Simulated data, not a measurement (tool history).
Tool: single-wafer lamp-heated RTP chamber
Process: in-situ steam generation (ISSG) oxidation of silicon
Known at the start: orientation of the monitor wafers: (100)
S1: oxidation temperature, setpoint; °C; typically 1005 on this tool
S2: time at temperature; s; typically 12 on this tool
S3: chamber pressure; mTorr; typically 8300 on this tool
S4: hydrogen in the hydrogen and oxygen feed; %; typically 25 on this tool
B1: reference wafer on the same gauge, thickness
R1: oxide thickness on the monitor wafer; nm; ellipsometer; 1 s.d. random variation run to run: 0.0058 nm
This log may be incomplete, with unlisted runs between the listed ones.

| run | hour | S1 | S2 | S3 | S4 | B1 | R1 |
|---|---|---|---|---|---|---|---|
| 1 | 0.0 | 1005 | 12 | 8300 | 25 | 4.180 | 3.917 |
|  | 20.2 | pyrometer window cleaned and pyrometer calibrated |
| 2 | 35.9 | 1005 | 12 | 7600 | 30 | 4.179 | 4.111 |
| 3 | 85.2 | 1005 | 12 | 7600 | 30 | 4.181 | 4.110 |
| 4 | 149.1 | 1005 | 12 | 7600 | 30 | 4.180 | 4.133 |
| 5 | 356.1 | 1005 | 12 | 8300 | 25 | 4.179 | 3.922 |
| 6 | 401.6 | 1005 | 12 | 8300 | 25 | 4.181 | 3.909 |
| 7 | 454.5 | 1005 | 12 | 8300 | 25 | 4.180 | 3.918 |
| 8 | 523.2 | 1005 | 12 | 7200 | 25 | 4.180 | 3.912 |
| 9 | 573.9 | 1005 | 12 | 8300 | 25 | 4.180 | 3.926 |
| 10 | 600.3 | 1005 | 12 | 8300 | 25 | 4.179 | 3.921 |
| 11 | 647.1 | 1005 | 12 | 8300 | 25 | 4.179 | 3.914 |
|  | 722.8 | hydrogen flow controller replaced |
| 12 | 723.3 | 1005 | 12 | 8300 | 25 | 4.179 | 3.923 |
|  | 736.9 | pressure gauge zeroed |
|  | 787.4 | pyrometer window cleaned and pyrometer calibrated |
| 13 | 787.9 | 1005 | 12 | 8300 | 20 | 4.180 | 3.687 |
| 14 | 845.9 | 1005 | 12 | 8300 | 25 | 4.180 | 3.886 |
| 15 | 888.8 | 1018 | 9 | 8300 | 19 | 4.179 | 3.355 |
|  | 902.4 | gauge calibrated |
| 16 | 924.6 | 1005 | 9 | 8300 | 25 | 4.181 | 3.456 |
| 17 | 978.2 | 1005 | 12 | 8300 | 25 | 4.181 | 3.910 |
| 18 | 1015.4 | 1005 | 12 | 8300 | 29 | 4.178 | 4.068 |
| 19 | 1062.3 | 1013 | 7 | 9100 | 32 | 4.178 | 3.392 |
| 20 | 1098.6 | 1022 | 12 | 8300 | 18 | 4.180 | 3.837 |
| 21 | 1146.0 | 1005 | 12 | 7600 | 25 | 4.181 | 3.924 |
| 22 | 1175.5 | 1005 | 14 | 8800 | 17 | 4.180 | 3.802 |
| 23 | 1208.6 | 1005 | 16 | 8300 | 25 | 4.180 | 4.445 |
| 24 | 1258.0 | 994 | 14 | 8300 | 25 | 4.180 | 4.026 |
| 25 | 1314.3 | 1016 | 12 | 8300 | 15 | 4.181 | 3.605 |

The same runs without the tool's hidden state, with the same run-to-run variation:
The hidden state here: true wafer temperature minus pyrometer reading, K; true pressure minus gauge reading, Torr; deviation of the hydrogen flow from its setpoint, %; gauge reads high (%).
| run | R1 |
|---|---|
| 1 | 3.886 |
| 2 | 4.105 |
| 3 | 4.099 |
| 4 | 4.117 |
| 5 | 3.895 |
| 6 | 3.881 |
| 7 | 3.889 |
| 8 | 3.882 |
| 9 | 3.895 |
| 10 | 3.889 |
| 11 | 3.882 |
| 12 | 3.890 |
| 13 | 3.685 |
| 14 | 3.878 |
| 15 | 3.345 |
| 16 | 3.445 |
| 17 | 3.893 |
| 18 | 4.048 |
| 19 | 3.376 |
| 20 | 3.812 |
| 21 | 3.899 |
| 22 | 3.776 |
| 23 | 4.412 |
| 24 | 3.998 |
| 25 | 3.577 |
